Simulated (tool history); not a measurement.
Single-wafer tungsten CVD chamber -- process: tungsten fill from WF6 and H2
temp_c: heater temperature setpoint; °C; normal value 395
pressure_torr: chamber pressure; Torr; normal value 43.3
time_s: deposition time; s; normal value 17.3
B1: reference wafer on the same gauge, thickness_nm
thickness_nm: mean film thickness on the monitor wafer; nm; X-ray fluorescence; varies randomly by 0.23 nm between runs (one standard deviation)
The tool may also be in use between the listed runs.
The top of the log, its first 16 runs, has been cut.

Run 17, hour 441.7: usual settings but temp_c 404 °C, time_s 15.7 s; B1 50.877. Result: thickness_nm 52.424 nm.
Run 18, hour 491.3: usual settings; B1 50.675. Result: thickness_nm 48.535 nm.
At hour 518.4: capacitance manometer re-zeroed and calibrated.
Run 19, hour 522.3: usual settings but time_s 14.0 s; B1 50.887. Result: thickness_nm 39.514 nm.
Run 20, hour 548.3: usual settings; B1 50.796. Result: thickness_nm 48.109 nm.
Run 21, hour 575.3: usual settings but temp_c 409 °C, time_s 14.6 s; B1 50.727. Result: thickness_nm 53.079 nm.
At hour 583.9: showerhead replaced, of another model than before.
Run 22, hour 605.6: usual settings but pressure_torr 37.1 Torr; B1 50.791. Result: thickness_nm 42.804 nm.
At hour 606.2: gauge calibrated.
Run 23, hour 632.7: usual settings; B1 50.945. Result: thickness_nm 48.094 nm.
Run 24, hour 659.8: usual settings; B1 50.887. Result: thickness_nm 47.963 nm.
At hour 678.5: thermocouple changed; heater temperature recalibrated.
Run 25, hour 690.7: usual settings but temp_c 401 °C, pressure_torr 34.8 Torr, time_s 15.0 s; B1 50.651. Result: thickness_nm 40.428 nm.
Run 26, hour 711.1: usual settings but temp_c 406 °C, pressure_torr 53.2 Torr; B1 50.799. Result: thickness_nm 72.173 nm.
Run 27, hour 735.7: usual settings but temp_c 407 °C, time_s 15.0 s; B1 50.874. Result: thickness_nm 55.206 nm.
Run 28, hour 764.5: usual settings but temp_c 390 °C, pressure_torr 40.3 Torr, time_s 16.0 s; B1 50.751. Result: thickness_nm 40.269 nm.
Run 29, hour 795.2: usual settings but pressure_torr 38.4 Torr; B1 50.776. Result: thickness_nm 46.148 nm.
Run 30, hour 811.3: usual settings; B1 50.878. Result: thickness_nm 50.592 nm.
Run 31, hour 825.6: usual settings but temp_c 382 °C, pressure_torr 52.3 Torr; B1 50.729. Result: thickness_nm 44.813 nm.
Run 32, hour 847.1: usual settings but pressure_torr 49.0 Torr; B1 50.680. Result: thickness_nm 55.565 nm.
Run 33, hour 865.6: usual settings but temp_c 383 °C, pressure_torr 34.6 Torr; B1 50.843. Result: thickness_nm 32.406 nm.
Run 34, hour 891.3: usual settings but temp_c 407 °C; B1 50.790. Result: thickness_nm 63.432 nm.

Branching from run 34: 4 alternative next runs. What would each branch give?
Run A, hour 891.7: usual settings; B1 ?. Result: thickness_nm ?.
Run B, hour 891.7: usual settings but pressure_torr 49.4 Torr, time_s 20.3 s; B1 ?. Result: thickness_nm ?.
Run C, hour 891.7: usual settings but temp_c 399 °C, pressure_torr 32.9 Torr, time_s 20.3 s; B1 ?. Result: thickness_nm ?.
Run D, hour 891.7: usual settings but temp_c 386 °C; B1 ?. Result: thickness_nm ?.

run      B1  thickness_nm
  A  50.868        50.359
  B  50.868        65.139
  C  50.868        50.044
  D  50.868        42.031
Had the tool no hidden state, the same runs would have come out as:
run  thickness_nm
  A        50.628
  B        65.487
  C        50.308
  D        42.267
